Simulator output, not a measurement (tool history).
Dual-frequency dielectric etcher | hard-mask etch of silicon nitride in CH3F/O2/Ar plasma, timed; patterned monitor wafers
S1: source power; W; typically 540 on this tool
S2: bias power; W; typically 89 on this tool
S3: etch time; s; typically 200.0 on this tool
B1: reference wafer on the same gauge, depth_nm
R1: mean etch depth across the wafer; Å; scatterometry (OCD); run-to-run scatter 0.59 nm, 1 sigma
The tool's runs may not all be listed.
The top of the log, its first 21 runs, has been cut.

run   hour   S1   S2     S3     B1    R1
 22  257.6  640   89  200.0  181.0  1676
 23  271.4  640  100  200.0  181.1  1711
 24  284.8  590   68  158.0  181.0  1233
 25  317.7  590   68  158.0  181.0  1230
 26  330.1  420   89  249.0  180.8  1885
 27  340.5  540   89  200.0  180.8  1602
 28  353.9  540   89  235.0  181.0  1872
 29  364.8  430   89  163.5  181.0  1240
 30  371.6  540   89  200.0  181.0  1594
 31  377.7  540   89  200.0  180.8  1581

Each row is a separate what-if for the run after 31, all from the same tool condition, not one after another. Results?
  A  378.2  540   89  200.0   ?   ?
  B  378.2  450  110  146.0   ?   ?
  C  378.2  540   69  200.0   ?   ?

run     B1    R1
  A  180.7  1592
  B  180.7  1163
  C  180.7  1527
Take away the tool's hidden state, keep each run's random variation, and the runs would have read:
run    R1
  A  1613
  B  1178
  C  1547
